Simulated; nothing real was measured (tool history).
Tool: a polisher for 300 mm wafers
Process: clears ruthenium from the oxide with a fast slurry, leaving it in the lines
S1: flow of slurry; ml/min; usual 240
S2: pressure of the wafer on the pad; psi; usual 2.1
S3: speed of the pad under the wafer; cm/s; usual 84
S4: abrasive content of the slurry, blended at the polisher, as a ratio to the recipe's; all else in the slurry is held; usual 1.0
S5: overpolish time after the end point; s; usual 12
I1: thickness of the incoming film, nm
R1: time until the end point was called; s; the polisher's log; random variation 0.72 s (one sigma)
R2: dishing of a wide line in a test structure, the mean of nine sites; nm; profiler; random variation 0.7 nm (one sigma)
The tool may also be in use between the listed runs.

run 1 hour=0.0 | S1=240 S2=2.1 S3=84 S4=1.0 S5=12 | I1=175.9 | R1=64.5 R2=29.3
-- hour=1.5 slurry blender recalibrated
run 2 hour=37.0 | S1=240 S2=2.1 S3=84 S4=1.0 S5=12 | I1=179.5 | R1=67.5 R2=29.3
run 3 hour=91.7 | S1=240 S2=2.1 S3=84 S4=1.0 S5=12 | I1=176.8 | R1=67.0 R2=27.9
-- hour=116.7 worn pad replaced by a new one
run 4 hour=148.8 | S1=240 S2=2.1 S3=84 S4=1.0 S5=12 | I1=177.7 | R1=63.7 R2=29.8
run 5 hour=212.0 | S1=295 S2=2.1 S3=84 S4=1.0 S5=12 | I1=179.2 | R1=65.3 R2=29.5
run 6 hour=281.5 | S1=295 S2=2.1 S3=84 S4=1.0 S5=12 | I1=182.4 | R1=68.8 R2=28.5
-- hour=284.2 slurry blender recalibrated
-- hour=300.2 worn pad replaced by a new one
run 7 hour=344.3 | S1=240 S2=2.1 S3=84 S4=1.0 S5=12 | I1=180.4 | R1=66.2 R2=29.7
-- hour=376.4 slurry nozzle cleaned
run 8 hour=380.9 | S1=240 S2=2.1 S3=84 S4=1.0 S5=12 | I1=179.1 | R1=69.4 R2=28.4
run 9 hour=419.8 | S1=240 S2=2.1 S3=84 S4=1.0 S5=12 | I1=179.8 | R1=67.9 R2=28.4
run 10 hour=489.8 | S1=240 S2=2.5 S3=84 S4=1.0 S5=12 | I1=180.0 | R1=62.8 R2=30.0
-- hour=524.1 slurry blender recalibrated
run 11 hour=526.9 | S1=240 S2=2.1 S3=84 S4=1.0 S5=12 | I1=181.1 | R1=74.5 R2=25.3
-- hour=535.2 worn pad replaced by a new one
run 12 hour=560.0 | S1=240 S2=2.1 S3=84 S4=0.9 S5=12 | I1=183.3 | R1=72.4 R2=26.9
run 13 hour=610.8 | S1=240 S2=2.1 S3=84 S4=1.0 S5=17 | I1=180.0 | R1=69.5 R2=37.4
run 14 hour=649.8 | S1=155 S2=2.1 S3=84 S4=1.0 S5=12 | I1=183.3 | R1=76.9 R2=25.5
-- hour=655.4 head pressure recalibrated
run 15 hour=679.7 | S1=240 S2=2.1 S3=84 S4=1.0 S5=12 | I1=182.7 | R1=68.2 R2=29.4
-- hour=743.8 worn pad replaced by a new one
-- hour=752.3 slurry nozzle cleaned
-- hour=790.2 slurry blender recalibrated
run 16 hour=852.8 | S1=240 S2=1.4 S3=84 S4=1.0 S5=17 | I1=180.4 | R1=86.4 R2=31.1

The next listed run, before its measurement:
run 17 hour=887.4 | S1=325 S2=2.1 S3=94 S4=1.0 S5=12 | I1=178.3 | R1=? R2=?

R1: 57.6 s
R2: 31.9 nm
Without the tool's hidden state the same run would have given R1 52.4 s, R2 34.8 nm.

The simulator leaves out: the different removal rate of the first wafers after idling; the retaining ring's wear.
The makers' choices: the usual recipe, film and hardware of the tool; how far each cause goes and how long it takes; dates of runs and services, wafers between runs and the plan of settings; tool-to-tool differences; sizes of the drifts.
